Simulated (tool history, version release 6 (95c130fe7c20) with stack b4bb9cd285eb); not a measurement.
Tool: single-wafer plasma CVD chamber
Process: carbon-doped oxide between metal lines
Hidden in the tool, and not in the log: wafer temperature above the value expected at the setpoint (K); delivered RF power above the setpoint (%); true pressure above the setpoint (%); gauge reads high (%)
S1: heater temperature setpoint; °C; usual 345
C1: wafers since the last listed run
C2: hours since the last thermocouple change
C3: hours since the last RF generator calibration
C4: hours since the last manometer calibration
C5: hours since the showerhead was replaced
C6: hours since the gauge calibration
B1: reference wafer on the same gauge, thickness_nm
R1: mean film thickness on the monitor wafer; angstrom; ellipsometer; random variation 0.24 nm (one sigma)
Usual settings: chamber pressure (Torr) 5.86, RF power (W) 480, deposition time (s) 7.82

{"run": 1, "day": 0.0, "S1": 345, "chamber pressure (Torr)": 6.45, "RF power (W)": 480, "deposition time (s)": 7.82, "C1": 0, "C2": 1586.3, "C3": 485.4, "C4": 877.2, "C5": 3602.4, "C6": 2513.9, "B1": 39.613, "R1": 410.11}
{"run": 2, "day": 4.108, "S1": 345, "chamber pressure (Torr)": 6.45, "RF power (W)": 480, "deposition time (s)": 7.82, "C1": 2585, "C2": 1684.9, "C3": 584.0, "C4": 975.8, "C5": 3701.0, "C6": 2612.5, "B1": 39.628, "R1": 410.33}
{"run": 3, "day": 7.388, "S1": 345, "chamber pressure (Torr)": 5.16, "RF power (W)": 480, "deposition time (s)": 7.82, "C1": 2063, "C2": 1763.6, "C3": 662.7, "C4": 1054.5, "C5": 3779.7, "C6": 2691.2, "B1": 39.524, "R1": 403.11}
{"run": 4, "day": 11.338, "S1": 345, "chamber pressure (Torr)": 5.16, "RF power (W)": 480, "deposition time (s)": 7.82, "C1": 2486, "C2": 1858.4, "C3": 757.5, "C4": 1149.3, "C5": 3874.5, "C6": 2786.0, "B1": 39.555, "R1": 400.47}
{"day": 15.129, "done": "RF generator calibrated"}
{"run": 5, "day": 15.358, "S1": 345, "chamber pressure (Torr)": 5.86, "RF power (W)": 480, "deposition time (s)": 7.82, "C1": 2320, "C2": 1954.9, "C3": 5.5, "C4": 1245.8, "C5": 3971.0, "C6": 2882.5, "B1": 39.509, "R1": 418.98}
{"run": 6, "day": 19.442, "S1": 345, "chamber pressure (Torr)": 5.86, "RF power (W)": 480, "deposition time (s)": 7.82, "C1": 2570, "C2": 2052.9, "C3": 103.5, "C4": 1343.8, "C5": 4069.0, "C6": 2980.5, "B1": 39.559, "R1": 415.24}
{"run": 7, "day": 23.721, "S1": 345, "chamber pressure (Torr)": 5.86, "RF power (W)": 480, "deposition time (s)": 7.82, "C1": 2693, "C2": 2155.6, "C3": 206.2, "C4": 1446.5, "C5": 4171.7, "C6": 3083.2, "B1": 39.503, "R1": 410.21}
{"run": 8, "day": 27.158, "S1": 345, "chamber pressure (Torr)": 6.8, "RF power (W)": 480, "deposition time (s)": 7.82, "C1": 2163, "C2": 2238.1, "C3": 288.7, "C4": 1529.0, "C5": 4254.2, "C6": 3165.7, "B1": 39.457, "R1": 413.65}
{"run": 9, "day": 29.308, "S1": 345, "chamber pressure (Torr)": 6.8, "RF power (W)": 480, "deposition time (s)": 7.82, "C1": 1353, "C2": 2289.7, "C3": 340.3, "C4": 1580.6, "C5": 4305.8, "C6": 3217.3, "B1": 39.52, "R1": 414.23}
{"run": 10, "day": 31.317, "S1": 345, "chamber pressure (Torr)": 6.8, "RF power (W)": 480, "deposition time (s)": 7.82, "C1": 1264, "C2": 2337.9, "C3": 388.5, "C4": 1628.8, "C5": 4354.0, "C6": 3265.5, "B1": 39.591, "R1": 408.2}
{"day": 37.646, "done": "gauge calibrated"}
{"day": 38.154, "done": "thermocouple changed; heater temperature recalibrated"}
{"run": 11, "day": 43.904, "S1": 345, "chamber pressure (Torr)": 5.86, "RF power (W)": 480, "deposition time (s)": 7.82, "C1": 7712, "C2": 138.0, "C3": 690.6, "C4": 1930.9, "C5": 4656.1, "C6": 150.2, "B1": 39.621, "R1": 407.9}
{"run": 12, "day": 47.125, "S1": 345, "chamber pressure (Torr)": 5.86, "RF power (W)": 480, "deposition time (s)": 7.82, "C1": 2027, "C2": 215.3, "C3": 767.9, "C4": 2008.2, "C5": 4733.4, "C6": 227.5, "B1": 39.599, "R1": 410.1}
{"day": 48.646, "done": "capacitance manometer re-zeroed and calibrated"}
{"day": 52.646, "done": "RF generator calibrated"}
{"run": 13, "day": 53.933, "S1": 345, "chamber pressure (Torr)": 5.86, "RF power (W)": 480, "deposition time (s)": 7.82, "C1": 3865, "C2": 378.7, "C3": 30.9, "C4": 126.9, "C5": 4896.8, "C6": 390.9, "B1": 39.708, "R1": 399.06}
{"run": 14, "day": 55.679, "S1": 345, "chamber pressure (Torr)": 7.21, "RF power (W)": 480, "deposition time (s)": 7.82, "C1": 1098, "C2": 420.6, "C3": 72.8, "C4": 168.8, "C5": 4938.7, "C6": 432.8, "B1": 39.616, "R1": 399.98}
{"run": 15, "day": 58.846, "S1": 345, "chamber pressure (Torr)": 5.86, "RF power (W)": 560, "deposition time (s)": 7.82, "C1": 1993, "C2": 496.6, "C3": 148.8, "C4": 244.8, "C5": 5014.7, "C6": 508.8, "B1": 39.656, "R1": 448.74}
{"run": 16, "day": 62.729, "S1": 354, "chamber pressure (Torr)": 6.24, "RF power (W)": 480, "deposition time (s)": 7.82, "C1": 2444, "C2": 589.8, "C3": 242.0, "C4": 338.0, "C5": 5107.9, "C6": 602.0, "B1": 39.625, "R1": 381.97}
{"day": 66.979, "done": "RF generator calibrated, repeated, since the last time left the tool worse"}
{"day": 74.554, "done": "showerhead replaced"}
{"run": 17, "day": 76.175, "S1": 338, "chamber pressure (Torr)": 5.86, "RF power (W)": 395, "deposition time (s)": 7.18, "C1": 8043, "C2": 912.5, "C3": 220.7, "C4": 660.7, "C5": 38.9, "C6": 924.7, "B1": 39.554, "R1": 303.69}
{"run": 18, "day": 78.267, "S1": 345, "chamber pressure (Torr)": 5.86, "RF power (W)": 480, "deposition time (s)": 7.82, "C1": 1316, "C2": 962.7, "C3": 270.9, "C4": 710.9, "C5": 89.1, "C6": 974.9, "B1": 39.592, "R1": 411.21}
{"run": 19, "day": 81.075, "S1": 345, "chamber pressure (Torr)": 5.86, "RF power (W)": 480, "deposition time (s)": 7.82, "C1": 1767, "C2": 1030.1, "C3": 338.3, "C4": 778.3, "C5": 156.5, "C6": 1042.3, "B1": 39.743, "R1": 405.98}
{"run": 20, "day": 82.712, "S1": 345, "chamber pressure (Torr)": 5.86, "RF power (W)": 480, "deposition time (s)": 7.82, "C1": 1030, "C2": 1069.4, "C3": 377.6, "C4": 817.6, "C5": 195.8, "C6": 1081.6, "B1": 39.725, "R1": 405.85}
{"run": 21, "day": 87.117, "S1": 345, "chamber pressure (Torr)": 5.86, "RF power (W)": 430, "deposition time (s)": 6.57, "C1": 2772, "C2": 1175.1, "C3": 483.3, "C4": 923.3, "C5": 301.5, "C6": 1187.3, "B1": 39.53, "R1": 300.56}
{"run": 22, "day": 90.762, "S1": 345, "chamber pressure (Torr)": 5.86, "RF power (W)": 530, "deposition time (s)": 8.57, "C1": 2294, "C2": 1262.6, "C3": 570.8, "C4": 1010.8, "C5": 389.0, "C6": 1274.8, "B1": 39.602, "R1": 489.15}
{"run": 23, "day": 93.529, "S1": 345, "chamber pressure (Torr)": 5.86, "RF power (W)": 480, "deposition time (s)": 7.82, "C1": 1741, "C2": 1329.0, "C3": 637.2, "C4": 1077.2, "C5": 455.4, "C6": 1341.2, "B1": 39.539, "R1": 407.69}
{"run": 24, "day": 96.862, "S1": 345, "chamber pressure (Torr)": 5.86, "RF power (W)": 480, "deposition time (s)": 8.46, "C1": 2098, "C2": 1409.0, "C3": 717.2, "C4": 1157.2, "C5": 535.4, "C6": 1421.2, "B1": 39.624, "R1": 440.62}
{"run": 25, "day": 99.883, "S1": 345, "chamber pressure (Torr)": 5.86, "RF power (W)": 480, "deposition time (s)": 7.02, "C1": 1901, "C2": 1481.5, "C3": 789.7, "C4": 1229.7, "C5": 607.9, "C6": 1493.7, "B1": 39.604, "R1": 361.58}
{"run": 26, "day": 104.312, "S1": 345, "chamber pressure (Torr)": 5.86, "RF power (W)": 480, "deposition time (s)": 7.82, "C1": 2787, "C2": 1587.8, "C3": 896.0, "C4": 1336.0, "C5": 714.2, "C6": 1600.0, "B1": 39.604, "R1": 406.53}
{"run": 27, "day": 107.767, "S1": 345, "chamber pressure (Torr)": 5.86, "RF power (W)": 430, "deposition time (s)": 6.61, "C1": 2174, "C2": 1670.7, "C3": 978.9, "C4": 1418.9, "C5": 797.1, "C6": 1682.9, "B1": 39.544, "R1": 300.94}

Forecast each of these 4 alternatives for the next run:
{"run": "A", "day": 107.783, "S1": 345, "chamber pressure (Torr)": 5.86, "RF power (W)": 480, "deposition time (s)": 7.82, "C1": 10, "C2": 1671.1, "C3": 979.3, "C4": 1419.3, "C5": 797.5, "C6": 1683.3, "B1": "?", "R1": "?"}
{"run": "B", "day": 107.783, "S1": 345, "chamber pressure (Torr)": 5.86, "RF power (W)": 545, "deposition time (s)": 6.86, "C1": 10, "C2": 1671.1, "C3": 979.3, "C4": 1419.3, "C5": 797.5, "C6": 1683.3, "B1": "?", "R1": "?"}
{"run": "C", "day": 107.783, "S1": 340, "chamber pressure (Torr)": 4.95, "RF power (W)": 480, "deposition time (s)": 7.82, "C1": 10, "C2": 1671.1, "C3": 979.3, "C4": 1419.3, "C5": 797.5, "C6": 1683.3, "B1": "?", "R1": "?"}
{"run": "D", "day": 107.783, "S1": 349, "chamber pressure (Torr)": 5.86, "RF power (W)": 480, "deposition time (s)": 6.79, "C1": 10, "C2": 1671.1, "C3": 979.3, "C4": 1419.3, "C5": 797.5, "C6": 1683.3, "B1": "?", "R1": "?"}

run=A B1=39.645 R1=401.10
run=B B1=39.645 R1=395.69
run=C B1=39.645 R1=399.65
run=D B1=39.645 R1=345.31
Without the tool's hidden state the same runs would have given:
run=A R1=414.43
run=B R1=408.27
run=C R1=412.93
run=D R1=356.79
